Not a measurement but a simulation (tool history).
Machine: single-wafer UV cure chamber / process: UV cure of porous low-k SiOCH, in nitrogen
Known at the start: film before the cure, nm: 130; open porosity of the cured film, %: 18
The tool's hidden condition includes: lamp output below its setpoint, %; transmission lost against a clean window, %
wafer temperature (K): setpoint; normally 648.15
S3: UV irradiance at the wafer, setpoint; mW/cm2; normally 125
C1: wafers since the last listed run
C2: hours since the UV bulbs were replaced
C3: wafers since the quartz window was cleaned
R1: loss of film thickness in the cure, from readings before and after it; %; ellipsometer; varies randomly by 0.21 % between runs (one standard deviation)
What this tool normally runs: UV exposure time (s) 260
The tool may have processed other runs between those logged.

{"run": 1, "hour": 0.0, "wafer temperature (K)": 648.15, "UV exposure time (s)": 210, "S3": 125, "C1": 0, "C2": 1835.7, "C3": 145, "R1": 12.611}
{"run": 2, "hour": 14.9, "wafer temperature (K)": 648.15, "UV exposure time (s)": 210, "S3": 125, "C1": 77, "C2": 1850.6, "C3": 222, "R1": 12.517}
{"run": 3, "hour": 114.8, "wafer temperature (K)": 648.15, "UV exposure time (s)": 210, "S3": 125, "C1": 517, "C2": 1950.5, "C3": 739, "R1": 11.902}
{"run": 4, "hour": 143.5, "wafer temperature (K)": 648.15, "UV exposure time (s)": 260, "S3": 125, "C1": 148, "C2": 1979.2, "C3": 888, "R1": 12.88}
{"hour": 159.5, "done": "quartz window cleaned"}
{"run": 5, "hour": 160.0, "wafer temperature (K)": 648.15, "UV exposure time (s)": 260, "S3": 125, "C1": 43, "C2": 1995.7, "C3": 2, "R1": 13.902}
{"run": 6, "hour": 173.8, "wafer temperature (K)": 648.15, "UV exposure time (s)": 260, "S3": 125, "C1": 71, "C2": 2009.5, "C3": 73, "R1": 13.885}
{"run": 7, "hour": 194.3, "wafer temperature (K)": 659.15, "UV exposure time (s)": 260, "S3": 125, "C1": 106, "C2": 2030.0, "C3": 179, "R1": 13.743}
{"run": 8, "hour": 213.3, "wafer temperature (K)": 659.15, "UV exposure time (s)": 260, "S3": 125, "C1": 98, "C2": 2049.0, "C3": 278, "R1": 13.372}
{"run": 9, "hour": 247.0, "wafer temperature (K)": 648.15, "UV exposure time (s)": 300, "S3": 125, "C1": 174, "C2": 2082.7, "C3": 452, "R1": 13.475}
{"run": 10, "hour": 270.5, "wafer temperature (K)": 648.15, "UV exposure time (s)": 260, "S3": 125, "C1": 121, "C2": 2106.2, "C3": 574, "R1": 13.018}
{"run": 11, "hour": 289.7, "wafer temperature (K)": 648.15, "UV exposure time (s)": 260, "S3": 125, "C1": 99, "C2": 2125.4, "C3": 673, "R1": 13.35}
{"hour": 323.6, "done": "quartz window cleaned"}
{"hour": 352.6, "done": "UV bulbs replaced"}
{"run": 12, "hour": 373.8, "wafer temperature (K)": 636.15, "UV exposure time (s)": 260, "S3": 137, "C1": 352, "C2": 21.2, "C3": 218, "R1": 13.489}
{"run": 13, "hour": 408.0, "wafer temperature (K)": 638.15, "UV exposure time (s)": 260, "S3": 125, "C1": 177, "C2": 55.4, "C3": 395, "R1": 12.978}
{"run": 14, "hour": 437.6, "wafer temperature (K)": 639.15, "UV exposure time (s)": 385, "S3": 97, "C1": 153, "C2": 85.0, "C3": 548, "R1": 13.609}
{"run": 15, "hour": 488.5, "wafer temperature (K)": 648.15, "UV exposure time (s)": 260, "S3": 125, "C1": 263, "C2": 135.9, "C3": 811, "R1": 12.938}
{"run": 16, "hour": 504.5, "wafer temperature (K)": 648.15, "UV exposure time (s)": 260, "S3": 125, "C1": 82, "C2": 151.9, "C3": 894, "R1": 12.878}
{"hour": 525.8, "done": "quartz window cleaned"}
{"run": 17, "hour": 540.2, "wafer temperature (K)": 648.15, "UV exposure time (s)": 260, "S3": 125, "C1": 143, "C2": 187.6, "C3": 74, "R1": 13.705}
{"run": 18, "hour": 567.1, "wafer temperature (K)": 648.15, "UV exposure time (s)": 260, "S3": 125, "C1": 139, "C2": 214.5, "C3": 213, "R1": 12.931}
{"run": 19, "hour": 592.7, "wafer temperature (K)": 632.15, "UV exposure time (s)": 380, "S3": 153, "C1": 132, "C2": 240.1, "C3": 346, "R1": 15.541}
{"run": 20, "hour": 605.5, "wafer temperature (K)": 648.15, "UV exposure time (s)": 150, "S3": 125, "C1": 66, "C2": 252.9, "C3": 412, "R1": 10.397}
{"run": 21, "hour": 623.3, "wafer temperature (K)": 648.15, "UV exposure time (s)": 115, "S3": 125, "C1": 92, "C2": 270.7, "C3": 504, "R1": 8.977}
{"run": 22, "hour": 655.8, "wafer temperature (K)": 630.15, "UV exposure time (s)": 260, "S3": 90, "C1": 168, "C2": 303.2, "C3": 672, "R1": 11.187}
{"run": 23, "hour": 685.8, "wafer temperature (K)": 648.15, "UV exposure time (s)": 260, "S3": 125, "C1": 155, "C2": 333.2, "C3": 828, "R1": 12.772}

Below, some changes in R1 between adjacent runs. For each, the amount present without the hidden state too (settings, incoming material, random variation) and the amount remaining for the hidden state with gauge scatter not shared by both compared results:
Run 4 -> 5: quartz window cleaned. R1 +1.022 %: hidden state +1.064, all else -0.042.
Run 16 -> 17: quartz window cleaned. R1 +0.827 %: hidden state +0.761, all else +0.066.
Run 18 -> 19: wafer temperature (K) 648.15 -> 632.15, UV exposure time (s) 260 -> 380, S3 125 -> 153. R1 +2.610 %: hidden state -0.252, all else +2.862.
Run 19 -> 20: wafer temperature (K) 632.15 -> 648.15, UV exposure time (s) 380 -> 150, S3 153 -> 125. R1 -5.144 %: hidden state +0.007, all else -5.151.
